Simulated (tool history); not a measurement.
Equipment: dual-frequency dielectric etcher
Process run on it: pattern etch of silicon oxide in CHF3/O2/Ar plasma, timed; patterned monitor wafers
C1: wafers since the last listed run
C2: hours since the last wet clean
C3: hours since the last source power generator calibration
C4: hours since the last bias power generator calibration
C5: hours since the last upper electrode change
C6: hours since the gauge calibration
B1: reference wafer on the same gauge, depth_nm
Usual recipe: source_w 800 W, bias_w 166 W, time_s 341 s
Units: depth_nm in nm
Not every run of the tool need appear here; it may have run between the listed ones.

run 1 hour=0 | source_w=800 bias_w=166 time_s=341 | C1=0 C2=535.7 C3=4338.3 C4=1952.7 C5=60.4 C6=1720.9 | B1=813.8 | depth_nm=784.3
run 2 hour=49.9 | source_w=800 bias_w=166 time_s=341 | C1=188 C2=585.6 C3=4388.2 C4=2002.6 C5=110.3 C6=1770.8 | B1=813.5 | depth_nm=781.7
-- hour=109.5 wet clean of the chamber
-- hour=142.9 source power generator calibrated
run 3 hour=144 | source_w=800 bias_w=166 time_s=341 | C1=249 C2=34.5 C3=1.1 C4=2096.7 C5=204.4 C6=1864.9 | B1=813.8 | depth_nm=785.2
run 4 hour=188.5 | source_w=800 bias_w=194 time_s=341 | C1=167 C2=79 C3=45.6 C4=2141.2 C5=248.9 C6=1909.4 | B1=814.2 | depth_nm=812
run 5 hour=276.8 | source_w=800 bias_w=194 time_s=341 | C1=332 C2=167.3 C3=133.9 C4=2229.5 C5=337.2 C6=1997.7 | B1=816.6 | depth_nm=816.4
run 6 hour=419.4 | source_w=800 bias_w=194 time_s=341 | C1=537 C2=309.9 C3=276.5 C4=2372.1 C5=479.8 C6=2140.3 | B1=818.9 | depth_nm=823.7
-- hour=465.6 gauge calibrated
run 7 hour=521.2 | source_w=800 bias_w=166 time_s=341 | C1=383 C2=411.7 C3=378.3 C4=2473.9 C5=581.6 C6=55.6 | B1=783 | depth_nm=757.8
run 8 hour=627.3 | source_w=740 bias_w=166 time_s=341 | C1=399 C2=517.8 C3=484.4 C4=2580 C5=687.7 C6=161.7 | B1=782.4 | depth_nm=739
run 9 hour=708.8 | source_w=670 bias_w=166 time_s=418 | C1=307 C2=599.3 C3=565.9 C4=2661.5 C5=769.2 C6=243.2 | B1=785.2 | depth_nm=885.8
-- hour=831.9 wet clean of the chamber
run 10 hour=854.8 | source_w=800 bias_w=184 time_s=341 | C1=459 C2=22.9 C3=711.9 C4=2807.5 C5=915.2 C6=389.2 | B1=787.3 | depth_nm=778.8
run 11 hour=905.5 | source_w=990 bias_w=166 time_s=280.5 | C1=191 C2=73.6 C3=762.6 C4=2858.2 C5=965.9 C6=439.9 | B1=787.9 | depth_nm=666.4
run 12 hour=1002.2 | source_w=700 bias_w=192 time_s=277 | C1=364 C2=170.3 C3=859.3 C4=2954.9 C5=1062.6 C6=536.6 | B1=789.3 | depth_nm=614.7
run 13 hour=1074.7 | source_w=920 bias_w=166 time_s=376 | C1=273 C2=242.8 C3=931.8 C4=3027.4 C5=1135.1 C6=609.1 | B1=789.4 | depth_nm=876.1
run 14 hour=1164 | source_w=800 bias_w=166 time_s=341 | C1=336 C2=332.1 C3=1021.1 C4=3116.7 C5=1224.4 C6=698.4 | B1=790.7 | depth_nm=762.1

Run 15, settings as shown, results not yet in. Your forecast:
run 15 hour=1227.6 | source_w=800 bias_w=166 time_s=341 | C1=239 C2=395.7 C3=1084.7 C4=3180.3 C5=1288 C6=762 | B1=? | depth_nm=?

For run 15 the tool returned B1 792.4, depth_nm 764 nm.
With the hidden condition absent and the run-to-run variation left alone, this run would have shown depth_nm 758.4 nm.

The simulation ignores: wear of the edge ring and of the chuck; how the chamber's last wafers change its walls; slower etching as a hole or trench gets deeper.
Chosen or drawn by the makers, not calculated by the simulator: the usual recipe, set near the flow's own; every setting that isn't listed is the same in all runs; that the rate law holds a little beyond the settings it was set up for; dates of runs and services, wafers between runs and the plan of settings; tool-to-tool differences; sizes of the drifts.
